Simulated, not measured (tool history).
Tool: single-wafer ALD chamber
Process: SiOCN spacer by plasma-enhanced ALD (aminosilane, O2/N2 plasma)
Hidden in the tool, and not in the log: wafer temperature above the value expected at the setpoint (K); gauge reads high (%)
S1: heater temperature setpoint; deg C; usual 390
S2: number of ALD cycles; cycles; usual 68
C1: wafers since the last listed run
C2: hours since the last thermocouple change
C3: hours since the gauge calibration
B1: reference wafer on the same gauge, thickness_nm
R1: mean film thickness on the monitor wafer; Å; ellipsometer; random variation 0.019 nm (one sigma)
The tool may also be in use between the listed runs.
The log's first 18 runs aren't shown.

| run | day | S1 | S2 | C1 | C2 | C3 | B1 | R1 |
|---|---|---|---|---|---|---|---|---|
| 19 | 17.729 | 390 | 68 | 38 | 2651.4 | 627.3 | 4.260 | 39.63 |
|  | 18.262 | thermocouple changed; heater temperature recalibrated |
| 20 | 19.188 | 390 | 68 | 69 | 22.2 | 662.3 | 4.265 | 39.65 |
| 21 | 20.142 | 390 | 68 | 58 | 45.1 | 685.2 | 4.250 | 40.00 |
| 22 | 21.362 | 390 | 68 | 74 | 74.4 | 714.5 | 4.265 | 39.69 |
| 23 | 21.921 | 390 | 60 | 34 | 87.8 | 727.9 | 4.264 | 35.33 |
| 24 | 22.629 | 399 | 77 | 43 | 104.8 | 744.9 | 4.255 | 45.46 |
| 25 | 23.542 | 383 | 68 | 55 | 126.7 | 766.8 | 4.264 | 39.70 |
| 26 | 25.004 | 395 | 76 | 89 | 161.8 | 801.9 | 4.258 | 44.23 |
|  | 26.717 | gauge calibrated |
| 27 | 26.800 | 390 | 75 | 110 | 204.9 | 2.0 | 4.256 | 43.41 |
| 28 | 27.458 | 375 | 68 | 40 | 220.7 | 17.8 | 4.266 | 39.73 |
| 29 | 28.454 | 396 | 62 | 61 | 244.6 | 41.7 | 4.264 | 36.45 |
| 30 | 29.579 | 404 | 68 | 69 | 271.6 | 68.7 | 4.258 | 39.16 |
| 31 | 30.729 | 376 | 68 | 70 | 299.2 | 96.3 | 4.248 | 39.39 |
| 32 | 31.458 | 398 | 75 | 44 | 316.7 | 113.8 | 4.257 | 43.89 |
| 33 | 32.504 | 390 | 68 | 64 | 341.8 | 138.9 | 4.266 | 39.93 |
| 34 | 33.633 | 382 | 62 | 69 | 368.9 | 166.0 | 4.258 | 36.15 |
| 35 | 34.696 | 375 | 68 | 65 | 394.4 | 191.5 | 4.254 | 39.65 |
| 36 | 35.225 | 401 | 68 | 32 | 407.1 | 204.2 | 4.271 | 39.30 |
| 37 | 36.254 | 390 | 68 | 63 | 431.8 | 228.9 | 4.271 | 39.87 |
| 38 | 37.458 | 396 | 68 | 73 | 460.7 | 257.8 | 4.253 | 39.86 |
| 39 | 38.496 | 395 | 59 | 63 | 485.6 | 282.7 | 4.258 | 34.58 |
| 40 | 39.538 | 394 | 55 | 63 | 510.6 | 307.7 | 4.264 | 32.37 |
| 41 | 40.262 | 394 | 55 | 44 | 528.0 | 325.1 | 4.266 | 32.09 |
| 42 | 41.112 | 390 | 68 | 52 | 548.4 | 345.5 | 4.256 | 39.86 |

Forecast each of these 4 alternatives for the next run:
| A | 41.133 | 390 | 79 | 1 | 548.9 | 346.0 | ? | ? |
| B | 41.133 | 405 | 78 | 1 | 548.9 | 346.0 | ? | ? |
| C | 41.133 | 394 | 76 | 1 | 548.9 | 346.0 | ? | ? |
| D | 41.133 | 390 | 78 | 1 | 548.9 | 346.0 | ? | ? |

| run | B1 | R1 |
|---|---|---|
| A | 4.258 | 45.89 |
| B | 4.258 | 44.43 |
| C | 4.258 | 44.14 |
| D | 4.258 | 45.31 |
Without the tool's hidden state the same runs would have given:
| run | R1 |
|---|---|
| A | 45.89 |
| B | 44.43 |
| C | 44.14 |
| D | 45.31 |

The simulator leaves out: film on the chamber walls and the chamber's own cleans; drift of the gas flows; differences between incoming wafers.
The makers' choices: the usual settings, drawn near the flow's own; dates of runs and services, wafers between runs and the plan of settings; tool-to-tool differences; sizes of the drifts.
